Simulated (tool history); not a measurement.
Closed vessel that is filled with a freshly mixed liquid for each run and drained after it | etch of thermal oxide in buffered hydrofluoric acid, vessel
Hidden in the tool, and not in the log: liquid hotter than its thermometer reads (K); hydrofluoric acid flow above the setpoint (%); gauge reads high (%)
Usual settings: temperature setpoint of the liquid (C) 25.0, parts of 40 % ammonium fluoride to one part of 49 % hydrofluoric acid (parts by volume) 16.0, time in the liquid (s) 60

run   hour  temperature setpoint of the liquid (C)  parts of 40 % ammonium fluoride to one part of 49 % hydrofluoric acid (parts by volume)  time in the liquid (s)  wafers since the last listed run  hours since the thermometer was replaced  hours since the hydrofluoric acid flow meter was replaced  hours since the gauge calibration  read-back film thickness of the thermal oxide reference wafer, read on the same gauge (nm)  thickness taken off the thermal oxide on a monitor wafer (nm)
  1    0.0                                    25.0                                                                                     16.0                      60                                 0                                    1473.4                                                     1274.3                               51.3                                                                                      109.99                                                          50.44
  2    7.0                                    25.0                                                                                     16.0                      60                               714                                    1480.4                                                     1281.3                               58.3                                                                                      109.96                                                          50.29
  3   20.2                                    25.0                                                                                     16.0                      60                              1348                                    1493.6                                                     1294.5                               71.5                                                                                      109.99                                                          50.71
  4   30.6                                    25.0                                                                                     16.0                      60                              1062                                    1504.0                                                     1304.9                               81.9                                                                                      110.01                                                          50.41
  5   43.5                                    25.0                                                                                     16.0                      60                              1317                                    1516.9                                                     1317.8                               94.8                                                                                      109.99                                                          50.08
  6   49.8                                    25.0                                                                                     16.0                      60                               643                                    1523.2                                                     1324.1                              101.1                                                                                      110.00                                                          50.15
  7   59.8                                    25.0                                                                                     11.5                      60                              1021                                    1533.2                                                     1334.1                              111.1                                                                                      110.01                                                          69.61
  8   72.5                                    25.0                                                                                     11.5                      60                              1297                                    1545.9                                                     1346.8                              123.8                                                                                      110.00                                                          69.67
  9   84.7                                    25.0                                                                                     16.0                      60                              1246                                    1558.1                                                     1359.0                              136.0                                                                                      109.98                                                          50.72
 10   96.2                                    25.0                                                                                     16.0                      60                              1174                                    1569.6                                                     1370.5                              147.5                                                                                      110.02                                                          50.74
     101.0  -- hydrofluoric acid flow meter replaced
 11  108.5                                    25.0                                                                                     16.0                      60                              1154                                    1581.9                                                        7.5                              159.8                                                                                      110.04                                                          50.65
 12  120.8                                    25.0                                                                                     12.5                      70                              1256                                    1594.2                                                       19.8                              172.1                                                                                      109.99                                                          75.17
 13  136.2                                    28.5                                                                                     16.0                      30                              1572                                    1609.6                                                       35.2                              187.5                                                                                      109.99                                                          30.38
 14  142.7                                    26.5                                                                                     20.5                      60                               663                                    1616.1                                                       41.7                              194.0                                                                                      110.03                                                          43.22
     146.8  -- gauge calibrated
 15  156.6                                    25.0                                                                                     12.0                      85                              1419                                    1630.0                                                       55.6                                9.8                                                                                      110.04                                                          95.46
     158.1  -- thermometer replaced
 16  172.2                                    26.5                                                                                     20.0                      50                              1491                                      14.1                                                       71.2                               25.4                                                                                      110.00                                                          32.62
 17  184.6                                    21.0                                                                                     22.0                      70                              1266                                      26.5                                                       83.6                               37.8                                                                                      109.97                                                          31.67
 18  197.2                                    25.0                                                                                     16.0                      60                              1286                                      39.1                                                       96.2                               50.4                                                                                      109.97                                                          45.35
 19  209.9                                    25.0                                                                                     16.0                      60                              1297                                      51.8                                                      108.9                               63.1                                                                                      110.01                                                          45.10
 20  221.5                                    25.0                                                                                     12.0                      85                              1184                                      63.4                                                      120.5                               74.7                                                                                      109.99                                                          85.46
 21  232.1                                    26.5                                                                                     11.0                      85                              1082                                      74.0                                                      131.1                               85.3                                                                                      109.98                                                         101.32
 22  248.7                                    23.0                                                                                     21.5                      60                              1695                                      90.6                                                      147.7                              101.9                                                                                      109.99                                                          31.32
 23  260.9                                    23.0                                                                                     21.5                      60                              1246                                     102.8                                                      159.9                              114.1                                                                                      109.99                                                          31.13

5 ways to go on from here, each from the tool as it stands after run 23. What would each give?
  A  261.6                                    22.5                                                                                     16.0                      60                                71                                     103.5                                                      160.6                              114.8                                                                                           ?                                                              ?
  B  261.6                                    25.0                                                                                     21.0                      60                                71                                     103.5                                                      160.6                              114.8                                                                                           ?                                                              ?
  C  261.6                                    25.0                                                                                     16.0                      30                                71                                     103.5                                                      160.6                              114.8                                                                                           ?                                                              ?
  D  261.6                                    21.0                                                                                     16.0                      60                                71                                     103.5                                                      160.6                              114.8                                                                                           ?                                                              ?
  E  261.6                                    25.0                                                                                     22.0                      60                                71                                     103.5                                                      160.6                              114.8                                                                                           ?                                                              ?

run  read-back film thickness of the thermal oxide reference wafer, read on the same gauge (nm)  thickness taken off the thermal oxide on a monitor wafer (nm)
  A                                                                                      110.03                                                          39.59
  B                                                                                      110.03                                                          35.24
  C                                                                                      110.03                                                          22.70
  D                                                                                      110.03                                                          36.44
  E                                                                                      110.03                                                          34.13
Without the tool's hidden state the same runs would have given:
run  thickness taken off the thermal oxide on a monitor wafer (nm)
  A                                                          39.10
  B                                                          34.80
  C                                                          22.41
  D                                                          35.98
  E                                                          33.70

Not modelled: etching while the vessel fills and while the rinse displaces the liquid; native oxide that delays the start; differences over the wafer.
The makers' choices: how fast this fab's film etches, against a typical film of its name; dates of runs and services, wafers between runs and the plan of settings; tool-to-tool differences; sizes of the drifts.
